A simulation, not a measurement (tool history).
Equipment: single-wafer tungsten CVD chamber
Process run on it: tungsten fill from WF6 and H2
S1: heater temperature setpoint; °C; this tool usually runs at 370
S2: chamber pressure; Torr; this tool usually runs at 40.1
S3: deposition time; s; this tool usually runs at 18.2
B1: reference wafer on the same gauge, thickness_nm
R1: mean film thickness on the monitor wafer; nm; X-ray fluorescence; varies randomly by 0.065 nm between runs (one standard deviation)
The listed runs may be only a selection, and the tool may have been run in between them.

run	day	S1	S2	S3	B1	R1
1	0.000	370	40.1	18.2	29.026	36.557
2	0.283	370	40.1	18.2	28.995	36.495
3	0.971	370	40.1	18.2	28.997	36.510
4	1.367	370	40.1	18.2	29.006	36.598
5	1.938	370	40.1	18.2	29.000	36.544
6	2.221	370	40.1	18.2	29.003	36.572
7	2.904	370	40.1	18.2	28.977	36.541
8	3.242	370	40.1	18.2	28.989	36.531
9	3.588	370	40.1	18.2	28.986	36.498
# day 4.329: thermocouple changed; heater temperature recalibrated
10	4.350	370	40.1	18.2	28.975	35.608
# day 4.617: gauge calibrated
11	4.792	370	40.1	18.2	28.970	35.439
12	5.133	370	40.1	19.1	28.959	37.285
13	5.796	370	40.1	18.2	29.002	35.514
14	6.271	364	40.1	18.2	28.997	31.613
15	6.996	370	40.1	18.2	29.003	35.547
16	7.333	370	32.3	18.2	28.992	31.297
17	7.812	370	32.3	18.2	29.018	31.436
# day 8.596: showerhead replaced
# day 8.658: capacitance manometer re-zeroed and calibrated
18	8.679	380	40.1	21.7	29.015	49.097
19	9.067	364	49.8	18.2	28.984	34.405
20	9.475	370	44.9	18.2	29.017	36.553
21	9.817	375	36.1	16.6	28.975	32.178
22	10.412	378	34.7	16.4	28.987	32.951
23	11.408	370	40.1	15.1	29.031	28.601
24	11.721	385	45.2	19.4	28.998	51.862
25	12.212	355	48.1	15.2	28.997	23.922

Predict each of these 4 candidate next runs independently; none follows another, all start after run 25:
A	12.229	384	40.1	18.2	?	?
B	12.229	370	40.1	19.4	?	?
C	12.229	364	46.4	14.7	?	?
D	12.229	380	31.4	20.8	?	?

run	B1	R1
A	29.022	44.563
B	29.022	36.878
C	29.022	27.049
D	29.022	40.939
With the hidden condition removed and each run's random variation left untouched, the same runs would have given:
run	R1
A	43.817
B	36.247
C	26.584
D	40.234

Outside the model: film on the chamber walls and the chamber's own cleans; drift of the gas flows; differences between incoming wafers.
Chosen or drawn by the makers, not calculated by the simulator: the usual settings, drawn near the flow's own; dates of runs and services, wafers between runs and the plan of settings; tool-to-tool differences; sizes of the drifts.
